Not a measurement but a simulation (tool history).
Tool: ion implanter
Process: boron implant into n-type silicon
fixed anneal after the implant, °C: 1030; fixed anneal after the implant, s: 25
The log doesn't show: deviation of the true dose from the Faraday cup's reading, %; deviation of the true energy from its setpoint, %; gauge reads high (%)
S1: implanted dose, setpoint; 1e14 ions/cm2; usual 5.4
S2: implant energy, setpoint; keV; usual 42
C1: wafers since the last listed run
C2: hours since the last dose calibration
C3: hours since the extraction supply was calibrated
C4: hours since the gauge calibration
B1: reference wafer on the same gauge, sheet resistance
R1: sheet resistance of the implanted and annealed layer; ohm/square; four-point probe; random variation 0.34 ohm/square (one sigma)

run,hour,S1,S2,C1,C2,C3,C4,B1,R1
1,0,5.4,51,0,1275,5783.6,151.4,184.06,184.32
2,24.3,5.4,51,693,1299.3,5807.9,175.7,183.93,184.08
3,53.1,5.4,51,821,1328.1,5836.7,204.5,184.17,184.5
4,70.7,5.02,38.5,502,1345.7,5854.3,222.1,184.18,201.61
5,96.3,5.4,42,730,1371.3,5879.9,247.7,183.91,188.25
6,131.7,5.4,42,1010,1406.7,5915.3,283.1,184.23,188.91
7,156.5,5.4,42,707,1431.5,5940.1,307.9,184.04,188.2
8,176.6,5.4,35,573,1451.6,5960.2,328,183.8,192.43
9,190.8,5.4,36,405,1465.8,5974.4,342.2,183.98,191.31
# hour 216: gauge calibrated
10,223.1,6.15,47,921,1498.1,6006.7,7.1,183.94,167.01
11,235.8,4.19,28.5,362,1510.8,6019.4,19.8,184.03,242.9
12,261.2,5.4,42,724,1536.2,6044.8,45.2,184,188.64
13,274.3,5.4,42,373,1549.3,6057.9,58.3,183.77,188.31
# hour 283: Faraday cup replaced and dose calibrated
14,286.8,4.3,33.5,128,3.8,6070.4,70.8,183.99,222.88
15,302.7,5.4,42,453,19.7,6086.3,86.7,183.95,180.43
# hour 317.7: extraction supply calibrated
16,338.5,4.05,42,793,55.5,20.8,122.5,184.13,229.35
17,355.2,6.77,30,476,72.2,37.5,139.2,184.07,155.29
18,384.9,4.77,52,847,101.9,67.2,168.9,183.84,196.49
19,400.3,6.19,30,439,117.3,82.6,184.3,184.02,168.37

Forecast each of these 4 alternatives for the next run:
A,400.7,5.4,42,11,117.7,83,184.7,?,?
B,400.7,4.56,33.5,11,117.7,83,184.7,?,?
C,400.7,6.21,35.5,11,117.7,83,184.7,?,?
D,400.7,4.27,38,11,117.7,83,184.7,?,?

run,B1,R1
A,184.09,181.51
B,184.09,214
C,184.09,164.71
D,184.09,222.83
Without the tool's hidden state the same runs would have given:
run,R1
A,181.31
B,213.76
C,164.53
D,222.58

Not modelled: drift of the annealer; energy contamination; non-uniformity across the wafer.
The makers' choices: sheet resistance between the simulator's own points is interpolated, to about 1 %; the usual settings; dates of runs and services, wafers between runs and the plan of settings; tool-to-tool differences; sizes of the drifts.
